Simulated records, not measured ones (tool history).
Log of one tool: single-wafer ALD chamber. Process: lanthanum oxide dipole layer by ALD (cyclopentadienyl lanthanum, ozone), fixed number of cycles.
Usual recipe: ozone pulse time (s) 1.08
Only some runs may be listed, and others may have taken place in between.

| run | hour | ozone pulse time (s) | read-back reference wafer on the same gauge, thickness_nm | mean film thickness on the monitor wafer (angstrom) |
|---|---|---|---|---|
| 1 | 0.0 | 1.28 | 0.442 | 4.73 |
| 2 | 51.3 | 1.28 | 0.441 | 4.76 |
| 3 | 92.3 | 1.28 | 0.442 | 4.73 |
| 4 | 133.8 | 0.82 | 0.441 | 4.39 |
| 5 | 176.6 | 0.82 | 0.441 | 4.37 |
| 6 | 236.5 | 1.08 | 0.441 | 4.58 |
| 7 | 270.3 | 1.08 | 0.440 | 4.60 |
|  | 332.8 | showerhead replaced |
| 8 | 333.3 | 1.08 | 0.441 | 4.61 |
| 9 | 526.7 | 1.08 | 0.440 | 4.61 |
| 10 | 565.1 | 1.08 | 0.441 | 4.61 |
|  | 592.8 | ozone generator serviced |
| 11 | 627.0 | 1.08 | 0.442 | 4.73 |
| 12 | 696.3 | 1.08 | 0.441 | 4.67 |
|  | 721.8 | gauge calibrated |
| 13 | 764.2 | 1.29 | 0.441 | 4.81 |
| 14 | 816.1 | 1.08 | 0.441 | 4.66 |
| 15 | 874.0 | 1.08 | 0.442 | 4.65 |
| 16 | 937.1 | 0.87 | 0.442 | 4.47 |
| 17 | 966.6 | 1.37 | 0.441 | 4.81 |
| 18 | 1016.6 | 1.08 | 0.441 | 4.62 |
| 19 | 1049.8 | 1.08 | 0.441 | 4.60 |
| 20 | 1114.2 | 1.19 | 0.441 | 4.68 |
|  | 1127.6 | thermocouple changed; heater temperature recalibrated |
| 21 | 1325.4 | 0.88 | 0.441 | 4.42 |
| 22 | 1361.7 | 1.24 | 0.441 | 4.70 |
|  | 1419.0 | ozone generator serviced |
| 23 | 1419.5 | 0.76 | 0.440 | 4.44 |
| 24 | 1459.7 | 0.67 | 0.441 | 4.34 |
| 25 | 1504.2 | 1.20 | 0.440 | 4.76 |
| 26 | 1532.0 | 1.46 | 0.441 | 4.89 |
| 27 | 1572.4 | 1.33 | 0.441 | 4.83 |

Run 28 is up next; what results do you expect?
| 28 | 1623.9 | 1.08 | ? | ? |

{"run 28": {"read-back reference wafer on the same gauge, thickness_nm": 0.442, "mean film thickness on the monitor wafer (angstrom)": 4.66}}
Take away the tool's hidden state, keep the run-to-run variation as it was, and the same run would have given mean film thickness on the monitor wafer (angstrom) 4.74.
